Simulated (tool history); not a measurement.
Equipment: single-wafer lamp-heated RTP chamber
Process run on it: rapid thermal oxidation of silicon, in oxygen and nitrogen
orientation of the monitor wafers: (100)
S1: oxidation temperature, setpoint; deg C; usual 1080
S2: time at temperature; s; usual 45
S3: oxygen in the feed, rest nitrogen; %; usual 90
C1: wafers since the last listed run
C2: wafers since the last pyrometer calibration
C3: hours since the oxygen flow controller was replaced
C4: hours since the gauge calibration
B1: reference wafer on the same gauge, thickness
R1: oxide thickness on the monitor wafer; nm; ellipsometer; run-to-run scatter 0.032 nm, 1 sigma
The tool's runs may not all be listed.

{"run": 1, "hour": 0.0, "S1": 1080, "S2": 45, "S3": 90, "C1": 0, "C2": 5118, "C3": 2913.9, "C4": 255.4, "B1": 9.144, "R1": 8.676}
{"run": 2, "hour": 14.8, "S1": 1080, "S2": 45, "S3": 90, "C1": 75, "C2": 5194, "C3": 2928.7, "C4": 270.2, "B1": 9.167, "R1": 8.637}
{"run": 3, "hour": 39.8, "S1": 1080, "S2": 45, "S3": 90, "C1": 128, "C2": 5322, "C3": 2953.7, "C4": 295.2, "B1": 9.146, "R1": 8.675}
{"run": 4, "hour": 62.9, "S1": 1080, "S2": 45, "S3": 90, "C1": 118, "C2": 5441, "C3": 2976.8, "C4": 318.3, "B1": 9.135, "R1": 8.756}
{"run": 5, "hour": 99.3, "S1": 1080, "S2": 45, "S3": 90, "C1": 186, "C2": 5627, "C3": 3013.2, "C4": 354.7, "B1": 9.155, "R1": 8.67}
{"run": 6, "hour": 164.9, "S1": 1080, "S2": 45, "S3": 81, "C1": 336, "C2": 5964, "C3": 3078.8, "C4": 420.3, "B1": 9.145, "R1": 8.362}
{"run": 7, "hour": 191.6, "S1": 1080, "S2": 45, "S3": 81, "C1": 136, "C2": 6101, "C3": 3105.5, "C4": 447.0, "B1": 9.125, "R1": 8.455}
{"run": 8, "hour": 233.7, "S1": 1080, "S2": 45, "S3": 90, "C1": 215, "C2": 6316, "C3": 3147.6, "C4": 489.1, "B1": 9.149, "R1": 8.663}
{"run": 9, "hour": 246.0, "S1": 1080, "S2": 45, "S3": 90, "C1": 63, "C2": 6379, "C3": 3159.9, "C4": 501.4, "B1": 9.159, "R1": 8.704}
{"run": 10, "hour": 265.0, "S1": 1080, "S2": 45, "S3": 90, "C1": 97, "C2": 6477, "C3": 3178.9, "C4": 520.4, "B1": 9.154, "R1": 8.739}
{"run": 11, "hour": 294.6, "S1": 1080, "S2": 45, "S3": 90, "C1": 151, "C2": 6629, "C3": 3208.5, "C4": 550.0, "B1": 9.158, "R1": 8.765}
{"run": 12, "hour": 329.5, "S1": 1080, "S2": 45, "S3": 90, "C1": 178, "C2": 6807, "C3": 3243.4, "C4": 584.9, "B1": 9.157, "R1": 8.786}
{"run": 13, "hour": 345.3, "S1": 1080, "S2": 45, "S3": 98, "C1": 80, "C2": 6888, "C3": 3259.2, "C4": 600.7, "B1": 9.16, "R1": 8.985}
{"run": 14, "hour": 407.8, "S1": 1080, "S2": 45, "S3": 98, "C1": 320, "C2": 7209, "C3": 3321.7, "C4": 663.2, "B1": 9.165, "R1": 9.102}
{"hour": 419.8, "done": "oxygen flow controller replaced"}
{"hour": 421.9, "done": "pyrometer window cleaned and pyrometer calibrated"}
{"run": 15, "hour": 441.5, "S1": 1080, "S2": 45, "S3": 90, "C1": 120, "C2": 100, "C3": 21.7, "C4": 696.9, "B1": 9.161, "R1": 8.467}
{"run": 16, "hour": 456.7, "S1": 1080, "S2": 45, "S3": 90, "C1": 77, "C2": 178, "C3": 36.9, "C4": 712.1, "B1": 9.152, "R1": 8.491}
{"run": 17, "hour": 469.7, "S1": 1100, "S2": 45, "S3": 90, "C1": 66, "C2": 244, "C3": 49.9, "C4": 725.1, "B1": 9.144, "R1": 9.649}
{"run": 18, "hour": 500.8, "S1": 1100, "S2": 45, "S3": 90, "C1": 159, "C2": 404, "C3": 81.0, "C4": 756.2, "B1": 9.154, "R1": 9.616}
{"run": 19, "hour": 522.0, "S1": 1080, "S2": 60, "S3": 90, "C1": 108, "C2": 512, "C3": 102.2, "C4": 777.4, "B1": 9.141, "R1": 9.665}
{"run": 20, "hour": 543.9, "S1": 1080, "S2": 45, "S3": 90, "C1": 112, "C2": 625, "C3": 124.1, "C4": 799.3, "B1": 9.157, "R1": 8.483}
{"run": 21, "hour": 574.6, "S1": 1080, "S2": 51, "S3": 98, "C1": 157, "C2": 782, "C3": 154.8, "C4": 830.0, "B1": 9.167, "R1": 9.252}
{"run": 22, "hour": 595.9, "S1": 1080, "S2": 45, "S3": 72, "C1": 109, "C2": 891, "C3": 176.1, "C4": 851.3, "B1": 9.14, "R1": 7.85}
{"run": 23, "hour": 627.0, "S1": 1088, "S2": 30, "S3": 81, "C1": 159, "C2": 1051, "C3": 207.2, "C4": 882.4, "B1": 9.134, "R1": 7.231}
{"run": 24, "hour": 657.9, "S1": 1080, "S2": 51, "S3": 90, "C1": 158, "C2": 1209, "C3": 238.1, "C4": 913.3, "B1": 9.165, "R1": 8.978}
{"run": 25, "hour": 681.4, "S1": 1080, "S2": 45, "S3": 90, "C1": 120, "C2": 1330, "C3": 261.6, "C4": 936.8, "B1": 9.142, "R1": 8.43}
{"run": 26, "hour": 703.9, "S1": 1068, "S2": 45, "S3": 73, "C1": 115, "C2": 1445, "C3": 284.1, "C4": 959.3, "B1": 9.153, "R1": 7.267}
{"run": 27, "hour": 728.3, "S1": 1088, "S2": 38, "S3": 98, "C1": 125, "C2": 1570, "C3": 308.5, "C4": 983.7, "B1": 9.156, "R1": 8.537}
{"run": 28, "hour": 741.5, "S1": 1080, "S2": 57, "S3": 98, "C1": 67, "C2": 1638, "C3": 321.7, "C4": 996.9, "B1": 9.154, "R1": 9.739}
{"hour": 743.6, "done": "gauge calibrated"}
{"run": 29, "hour": 770.1, "S1": 1080, "S2": 45, "S3": 74, "C1": 146, "C2": 1784, "C3": 350.3, "C4": 26.5, "B1": 9.142, "R1": 7.882}
{"run": 30, "hour": 798.9, "S1": 1080, "S2": 45, "S3": 90, "C1": 147, "C2": 1932, "C3": 379.1, "C4": 55.3, "B1": 9.139, "R1": 8.457}
{"run": 31, "hour": 833.4, "S1": 1080, "S2": 26, "S3": 73, "C1": 176, "C2": 2109, "C3": 413.6, "C4": 89.8, "B1": 9.138, "R1": 6.265}
{"run": 32, "hour": 848.8, "S1": 1096, "S2": 35, "S3": 70, "C1": 78, "C2": 2188, "C3": 429.0, "C4": 105.2, "B1": 9.14, "R1": 7.712}
{"run": 33, "hour": 877.2, "S1": 1080, "S2": 45, "S3": 90, "C1": 145, "C2": 2333, "C3": 457.4, "C4": 133.6, "B1": 9.153, "R1": 8.518}
{"run": 34, "hour": 890.8, "S1": 1080, "S2": 27, "S3": 90, "C1": 69, "C2": 2403, "C3": 471.0, "C4": 147.2, "B1": 9.159, "R1": 6.808}
{"run": 35, "hour": 920.4, "S1": 1061, "S2": 32, "S3": 90, "C1": 151, "C2": 2555, "C3": 500.6, "C4": 176.8, "B1": 9.158, "R1": 6.457}
{"run": 36, "hour": 933.6, "S1": 1080, "S2": 45, "S3": 90, "C1": 67, "C2": 2622, "C3": 513.8, "C4": 190.0, "B1": 9.137, "R1": 8.559}
{"run": 37, "hour": 966.2, "S1": 1080, "S2": 45, "S3": 90, "C1": 167, "C2": 2789, "C3": 546.4, "C4": 222.6, "B1": 9.152, "R1": 8.544}

Hidden state at the last listed run before each entry between runs and at the first one after, where it differs:
After run 14, before run 15: oxygen flow controller replaced (hour 419.8); pyrometer window cleaned and pyrometer calibrated (hour 421.9)
  true wafer temperature minus pyrometer reading, K: 7.24 -> 0.81
  difference, measured minus the result without the unlogged condition, R1: +0.418 -> +0.045 nm
After run 28, before run 29: gauge calibrated (hour 743.6)
  true wafer temperature minus pyrometer reading, K: 1.15 -> 1.21
  difference, measured minus the result without the unlogged condition, R1: +0.073 -> +0.062 nm
